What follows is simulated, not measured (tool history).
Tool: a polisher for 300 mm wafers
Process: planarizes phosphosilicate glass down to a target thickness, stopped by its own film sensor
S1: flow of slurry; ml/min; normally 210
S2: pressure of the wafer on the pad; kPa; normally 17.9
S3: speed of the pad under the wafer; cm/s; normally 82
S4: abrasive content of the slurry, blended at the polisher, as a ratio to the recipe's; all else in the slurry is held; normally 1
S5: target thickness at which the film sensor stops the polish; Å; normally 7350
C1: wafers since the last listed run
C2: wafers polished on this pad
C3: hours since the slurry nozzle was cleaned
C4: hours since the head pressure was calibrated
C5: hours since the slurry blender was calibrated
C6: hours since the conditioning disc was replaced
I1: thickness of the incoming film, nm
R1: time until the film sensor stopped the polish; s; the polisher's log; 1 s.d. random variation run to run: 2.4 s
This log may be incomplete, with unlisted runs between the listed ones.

run     day   S1    S2  S3    S4     S5   C1    C2     C3     C4     C5     C6      I1     R1
  1       0  210  17.9  82     1   7350    0   405  479.4  630.4   37.8   85.1  1600.4  215.5
  2   0.875  210  17.9  96     1   7350  150   555  500.4  651.4   58.8  106.1    1587  190.4
  3   1.971  210  17.9  96     1   7350  188   744  526.7  677.7   85.1  132.4  1597.4  198.7
      3.562  -- slurry nozzle cleaned
      4.038  -- worn pad replaced by a new one
  4   4.058  210  17.9  82     1   7350  322     3   11.9  727.8  135.2  182.5    1607    226
      4.329  -- conditioning disc replaced and pad reconditioned
  5     4.9  210  17.9  82     1   7350  130   133   32.1    748  155.4   13.7  1555.8    188
  6   7.358  210  17.9  82     1   7350  422   556   91.1    807  214.4   72.7  1562.9  214.4
  7   8.704  210  17.9  82     1   7350  231   787  123.4  839.3  246.7    105    1590  220.8
      8.996  -- slurry blender recalibrated
  8   9.638  210  21.4  62     1   7350  146   933  145.8  861.7   15.4  127.4  1569.7    225
  9  10.746  210  17.9  82     1   7350  190  1124  172.4  888.3     42    154  1596.3  225.6
     10.975  -- worn pad replaced by a new one
     11.408  -- conditioning disc replaced and pad reconditioned
 10  11.429  210  15.9  82     1   7350   74    64  188.8  904.7   58.4    0.5  1591.1  217.8
 11  12.638  255  21.4  64     1   7350  207   271  217.8  933.7   87.4   29.5  1594.4  206.5
 12  13.921  210  17.9  82     1   7350  220   492  248.6  964.5  118.2   60.3  1578.7    211
 13  15.375  210  17.9  82  1.15   7350  249   742  283.5  999.4  153.1   95.2  1566.3  203.2
     15.767  -- head pressure recalibrated
 14  16.688  210  12.4  82     1   7350  211   953    315   22.1  184.6  126.7  1568.4    284
     17.246  -- worn pad replaced by a new one
 15  17.883  170  12.4  82   1.1  10060  176   109  343.7   50.8  213.3  155.4  1574.6    187
 16  19.104  210  17.9  82     1   7350  209   319    373   80.1  242.6  184.7    1584  205.5
      19.55  -- conditioning disc replaced and pad reconditioned
 17  20.408  210  17.9  82     1   7350  209   529  404.3  111.4  273.9   20.6  1612.2  203.1
     20.771  -- slurry blender recalibrated
 18  21.721  210  17.9  72     1   7350  211   740  435.8  142.9   22.8   52.1    1578  214.9
 19    22.5  260    20  82     1   4450  133   874  454.5  161.6   41.5   70.8  1568.5  242.9
     23.533  -- slurry nozzle cleaned
 20  23.958  210  17.9  96     1   7350  243  1117   10.2  196.6   76.5  105.8  1598.2  191.9
     24.604  -- worn pad replaced by a new one
 21  24.958  210  14.5  82     1   7350  143    60   34.2  220.6  100.5  129.8  1563.5  243.7
 22    25.6  210  11.7  96  0.85   8570  110   171   49.6    236  115.9  145.2  1585.5  257.1
     26.462  -- conditioning disc replaced and pad reconditioned
 23  26.971  210  17.9  90   1.1   7350  221   392   82.5  268.9  148.8   12.2  1558.8  167.3
 24  27.958  230  22.1  66     1   5340  169   562  106.2  292.6  172.5   35.9    1594  235.3

For each entry between runs, how does the tool's hidden state at the last listed run before it compare with that at the first listed run after it?
Logged between run 3 and run 4: slurry nozzle cleaned (day 3.562); worn pad replaced by a new one (day 4.038)
  deviation of the head's pressure from its setpoint, %: -5.92 -> -6.4; time polished since the conditioner stopped cutting, s: 410 -> 437
  what was measured, less what the result would be without the hidden state, R1: +40 -> +44.4 s
Logged between run 4 and run 5: conditioning disc replaced and pad reconditioned (day 4.329)
  deviation of the head's pressure from its setpoint, %: -6.4 -> -6.6; time polished since the conditioner stopped cutting, s: 437 -> 102
  what was measured, less what the result would be without the hidden state, R1: +44.4 -> +19.3 s
Logged between run 7 and run 8: slurry blender recalibrated (day 8.996)
  deviation of the head's pressure from its setpoint, %: -7.48 -> -7.7; time polished since the conditioner stopped cutting, s: 379 -> 403
  what was measured, less what the result would be without the hidden state, R1: +42.1 -> +42.7 s
Logged between run 9 and run 10: worn pad replaced by a new one (day 10.975); conditioning disc replaced and pad reconditioned (day 11.408)
  deviation of the head's pressure from its setpoint, %: -7.95 -> -8.11; time polished since the conditioner stopped cutting, s: 422 -> 30.2
  what was measured, less what the result would be without the hidden state, R1: +46.2 -> +19.8 s
Logged between run 13 and run 14: head pressure recalibrated (day 15.767)
  deviation of the head's pressure from its setpoint, %: -9.03 -> -0.174; time polished since the conditioner stopped cutting, s: 382 -> 419
  what was measured, less what the result would be without the hidden state, R1: +41.4 -> +31.9 s
Logged between run 14 and run 15: worn pad replaced by a new one (day 17.246)
  deviation of the head's pressure from its setpoint, %: -0.174 -> -0.452; time polished since the conditioner stopped cutting, s: 419 -> 439
  what was measured, less what the result would be without the hidden state, R1: +31.9 -> +22.2 s
Logged between run 16 and run 17: conditioning disc replaced and pad reconditioned (day 19.55)
  deviation of the head's pressure from its setpoint, %: -0.735 -> -1.04; time polished since the conditioner stopped cutting, s: 451 -> 185
  what was measured, less what the result would be without the hidden state, R1: +32.4 -> +16.4 s
Logged between run 17 and run 18: slurry blender recalibrated (day 20.771)
  deviation of the head's pressure from its setpoint, %: -1.04 -> -1.34; time polished since the conditioner stopped cutting, s: 185 -> 314
  what was measured, less what the result would be without the hidden state, R1: +16.4 -> +24.6 s
Logged between run 19 and run 20: slurry nozzle cleaned (day 23.533)
  deviation of the head's pressure from its setpoint, %: -1.52 -> -1.86; time polished since the conditioner stopped cutting, s: 364 -> 424
  what was measured, less what the result would be without the hidden state, R1: +36.5 -> +33.6 s
Logged between run 20 and run 21: worn pad replaced by a new one (day 24.604)
  deviation of the head's pressure from its setpoint, %: -1.86 -> -2.09; time polished since the conditioner stopped cutting, s: 424 -> 449
  what was measured, less what the result would be without the hidden state, R1: +33.6 -> +35.8 s
Logged between run 22 and run 23: conditioning disc replaced and pad reconditioned (day 26.462)
  deviation of the head's pressure from its setpoint, %: -2.24 -> -2.56; time polished since the conditioner stopped cutting, s: 460 -> 161
  what was measured, less what the result would be without the hidden state, R1: +37.6 -> +15.2 s

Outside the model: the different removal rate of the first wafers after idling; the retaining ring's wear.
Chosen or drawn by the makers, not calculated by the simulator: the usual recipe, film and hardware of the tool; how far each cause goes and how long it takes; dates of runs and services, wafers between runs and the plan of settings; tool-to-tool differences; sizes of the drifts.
